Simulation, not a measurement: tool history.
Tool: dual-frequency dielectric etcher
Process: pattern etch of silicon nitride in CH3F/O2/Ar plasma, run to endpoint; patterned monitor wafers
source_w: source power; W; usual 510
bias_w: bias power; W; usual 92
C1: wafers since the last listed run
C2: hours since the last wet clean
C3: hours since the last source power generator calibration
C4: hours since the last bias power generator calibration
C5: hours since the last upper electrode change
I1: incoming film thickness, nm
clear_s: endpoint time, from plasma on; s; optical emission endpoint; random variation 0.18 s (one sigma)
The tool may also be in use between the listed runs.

run 1 day=0.000 | source_w=510 bias_w=82 | C1=0 C2=46.8 C3=3542.7 C4=2572.7 C5=3605.0 | I1=24.80 | clear_s=32.5
run 2 day=1.625 | source_w=510 bias_w=82 | C1=478 C2=85.8 C3=3581.7 C4=2611.7 C5=3644.0 | I1=24.86 | clear_s=32.1
run 3 day=4.158 | source_w=510 bias_w=82 | C1=746 C2=146.6 C3=3642.5 C4=2672.5 C5=3704.8 | I1=24.93 | clear_s=32.4
run 4 day=5.733 | source_w=510 bias_w=92 | C1=463 C2=184.4 C3=3680.3 C4=2710.3 C5=3742.6 | I1=24.93 | clear_s=30.2
run 5 day=7.025 | source_w=510 bias_w=92 | C1=380 C2=215.4 C3=3711.3 C4=2741.3 C5=3773.6 | I1=24.81 | clear_s=29.8
run 6 day=8.396 | source_w=510 bias_w=92 | C1=403 C2=248.3 C3=3744.2 C4=2774.2 C5=3806.5 | I1=24.55 | clear_s=29.5
-- day=10.896 upper electrode replaced
-- day=10.917 wet clean of the chamber
run 7 day=10.938 | source_w=510 bias_w=106 | C1=447 C2=0.5 C3=3805.2 C4=2835.2 C5=1.0 | I1=24.72 | clear_s=27.8
run 8 day=11.558 | source_w=510 bias_w=106 | C1=182 C2=15.4 C3=3820.1 C4=2850.1 C5=15.9 | I1=24.92 | clear_s=28.4
-- day=13.254 source power generator calibrated
run 9 day=14.400 | source_w=510 bias_w=92 | C1=787 C2=83.6 C3=27.5 C4=2918.3 C5=84.1 | I1=24.70 | clear_s=30.3
-- day=14.592 bias power generator calibrated
run 10 day=16.721 | source_w=560 bias_w=92 | C1=634 C2=139.3 C3=83.2 C4=51.1 C5=139.8 | I1=24.60 | clear_s=28.7
run 11 day=17.804 | source_w=540 bias_w=71 | C1=319 C2=165.3 C3=109.2 C4=77.1 C5=165.8 | I1=24.93 | clear_s=34.2
run 12 day=19.067 | source_w=630 bias_w=102 | C1=371 C2=195.6 C3=139.5 C4=107.4 C5=196.1 | I1=24.76 | clear_s=26.1
run 13 day=20.067 | source_w=510 bias_w=92 | C1=294 C2=219.6 C3=163.5 C4=131.4 C5=220.1 | I1=24.77 | clear_s=29.5
run 14 day=21.429 | source_w=620 bias_w=92 | C1=401 C2=252.3 C3=196.2 C4=164.1 C5=252.8 | I1=24.61 | clear_s=27.0
run 15 day=22.708 | source_w=510 bias_w=103 | C1=376 C2=283.0 C3=226.9 C4=194.8 C5=283.5 | I1=24.65 | clear_s=27.4
run 16 day=24.583 | source_w=410 bias_w=92 | C1=552 C2=328.0 C3=271.9 C4=239.8 C5=328.5 | I1=24.74 | clear_s=32.4
-- day=27.025 wet clean of the chamber
run 17 day=27.046 | source_w=590 bias_w=70 | C1=430 C2=0.5 C3=331.0 C4=298.9 C5=387.6 | I1=24.97 | clear_s=33.9
run 18 day=28.933 | source_w=560 bias_w=92 | C1=555 C2=45.8 C3=376.3 C4=344.2 C5=432.9 | I1=24.71 | clear_s=29.6

Forecast each of these 5 alternatives for the next run:
run A day=28.950 | source_w=510 bias_w=92 | C1=4 C2=46.2 C3=376.7 C4=344.6 C5=433.3 | I1=24.83 | clear_s=?
run B day=28.950 | source_w=410 bias_w=84 | C1=4 C2=46.2 C3=376.7 C4=344.6 C5=433.3 | I1=24.83 | clear_s=?
run C day=28.950 | source_w=640 bias_w=83 | C1=4 C2=46.2 C3=376.7 C4=344.6 C5=433.3 | I1=24.83 | clear_s=?
run D day=28.950 | source_w=400 bias_w=69 | C1=4 C2=46.2 C3=376.7 C4=344.6 C5=433.3 | I1=24.83 | clear_s=?
run E day=28.950 | source_w=430 bias_w=110 | C1=4 C2=46.2 C3=376.7 C4=344.6 C5=433.3 | I1=24.83 | clear_s=?

run=A clear_s=30.1
run=B clear_s=34.8
run=C clear_s=29.1
run=D clear_s=39.7
run=E clear_s=29.2
Without the tool's hidden state the same runs would have given:
run=A clear_s=30.1
run=B clear_s=34.8
run=C clear_s=29.1
run=D clear_s=39.7
run=E clear_s=29.3
